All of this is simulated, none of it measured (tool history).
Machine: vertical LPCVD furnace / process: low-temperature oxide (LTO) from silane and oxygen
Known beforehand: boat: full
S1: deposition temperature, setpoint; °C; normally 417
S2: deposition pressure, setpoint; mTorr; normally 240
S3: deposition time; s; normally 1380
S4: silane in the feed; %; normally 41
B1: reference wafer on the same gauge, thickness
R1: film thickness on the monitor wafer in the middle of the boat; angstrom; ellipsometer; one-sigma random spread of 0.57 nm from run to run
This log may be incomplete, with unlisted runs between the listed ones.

{"run": 1, "hour": 0.0, "S1": 417, "S2": 240, "S3": 1380, "S4": 41, "B1": 288.82, "R1": 2586.8}
{"hour": 42.6, "done": "gauge calibrated"}
{"run": 2, "hour": 44.1, "S1": 417, "S2": 240, "S3": 1380, "S4": 41, "B1": 288.76, "R1": 2591.2}
{"run": 3, "hour": 108.9, "S1": 417, "S2": 240, "S3": 1380, "S4": 41, "B1": 288.85, "R1": 2589.8}
{"run": 4, "hour": 155.6, "S1": 417, "S2": 240, "S3": 1380, "S4": 41, "B1": 289.1, "R1": 2591.9}
{"run": 5, "hour": 218.6, "S1": 417, "S2": 240, "S3": 1380, "S4": 46, "B1": 289.03, "R1": 2905.2}
{"run": 6, "hour": 285.8, "S1": 417, "S2": 240, "S3": 1380, "S4": 41, "B1": 288.73, "R1": 2587.8}
{"run": 7, "hour": 347.6, "S1": 417, "S2": 240, "S3": 1380, "S4": 41, "B1": 288.84, "R1": 2586.3}
{"run": 8, "hour": 408.8, "S1": 417, "S2": 240, "S3": 1380, "S4": 44, "B1": 288.66, "R1": 2800.6}
{"run": 9, "hour": 524.0, "S1": 412, "S2": 240, "S3": 1380, "S4": 41, "B1": 289.2, "R1": 2451.4}
{"run": 10, "hour": 558.7, "S1": 412, "S2": 240, "S3": 1380, "S4": 41, "B1": 289.03, "R1": 2461.3}
{"run": 11, "hour": 587.3, "S1": 412, "S2": 240, "S3": 1380, "S4": 41, "B1": 288.99, "R1": 2463.1}
{"hour": 645.8, "done": "silane flow controller replaced"}
{"hour": 658.9, "done": "thermocouples replaced and temperature profile calibrated"}
{"run": 12, "hour": 659.4, "S1": 417, "S2": 240, "S3": 1380, "S4": 41, "B1": 289.07, "R1": 2582.2}
{"run": 13, "hour": 708.9, "S1": 417, "S2": 240, "S3": 1380, "S4": 41, "B1": 288.89, "R1": 2581.6}
{"run": 14, "hour": 737.4, "S1": 417, "S2": 240, "S3": 1380, "S4": 41, "B1": 288.82, "R1": 2581.8}
{"run": 15, "hour": 775.7, "S1": 417, "S2": 240, "S3": 1380, "S4": 41, "B1": 289.23, "R1": 2574.4}
{"run": 16, "hour": 847.2, "S1": 427, "S2": 290, "S3": 1890, "S4": 47, "B1": 289.19, "R1": 5437.6}
{"run": 17, "hour": 889.5, "S1": 417, "S2": 240, "S3": 1740, "S4": 41, "B1": 288.88, "R1": 3246.1}
{"hour": 960.6, "done": "gauge calibrated"}
{"run": 18, "hour": 966.5, "S1": 425, "S2": 290, "S3": 1380, "S4": 49, "B1": 288.85, "R1": 4030.2}
{"hour": 1073.6, "done": "pressure gauge zeroed"}
{"run": 19, "hour": 1154.3, "S1": 406, "S2": 260, "S3": 840, "S4": 45, "B1": 289.11, "R1": 1758}
{"run": 20, "hour": 1191.3, "S1": 425, "S2": 295, "S3": 1380, "S4": 41, "B1": 289.15, "R1": 3601.3}
{"run": 21, "hour": 1260.5, "S1": 412, "S2": 240, "S3": 1590, "S4": 36, "B1": 288.77, "R1": 2520.3}
{"run": 22, "hour": 1368.5, "S1": 425, "S2": 240, "S3": 1380, "S4": 41, "B1": 288.91, "R1": 2911.8}
{"run": 23, "hour": 1418.3, "S1": 428, "S2": 240, "S3": 1380, "S4": 36, "B1": 288.95, "R1": 2569.2}
{"run": 24, "hour": 1446.2, "S1": 417, "S2": 240, "S3": 1380, "S4": 41, "B1": 289.09, "R1": 2671.7}
{"run": 25, "hour": 1524.5, "S1": 406, "S2": 205, "S3": 1380, "S4": 43, "B1": 289.38, "R1": 2135.1}
{"run": 26, "hour": 1575.6, "S1": 417, "S2": 240, "S3": 1380, "S4": 41, "B1": 288.84, "R1": 2664.1}
{"run": 27, "hour": 1629.4, "S1": 417, "S2": 240, "S3": 1380, "S4": 44, "B1": 289, "R1": 2865.7}
{"run": 28, "hour": 1797.1, "S1": 409, "S2": 240, "S3": 1620, "S4": 41, "B1": 288.73, "R1": 2858.8}
{"run": 29, "hour": 1851.0, "S1": 417, "S2": 280, "S3": 1200, "S4": 41, "B1": 289.07, "R1": 2701.4}

Branching from run 29: 3 alternative next runs. What would each branch give?
{"run": "A", "hour": 1856.1, "S1": 417, "S2": 240, "S3": 1380, "S4": 41, "B1": "?", "R1": "?"}
{"run": "B", "hour": 1856.1, "S1": 411, "S2": 195, "S3": 1380, "S4": 41, "B1": "?", "R1": "?"}
{"run": "C", "hour": 1856.1, "S1": 413, "S2": 265, "S3": 1380, "S4": 41, "B1": "?", "R1": "?"}

run=A B1=288.75 R1=2645.3
run=B B1=288.75 R1=2010.2
run=C B1=288.75 R1=2808.3
Take away the tool's hidden state, keep each run's random variation, and the runs would have read:
run=A R1=2700
run=B R1=2061.6
run=C R1=2860.7

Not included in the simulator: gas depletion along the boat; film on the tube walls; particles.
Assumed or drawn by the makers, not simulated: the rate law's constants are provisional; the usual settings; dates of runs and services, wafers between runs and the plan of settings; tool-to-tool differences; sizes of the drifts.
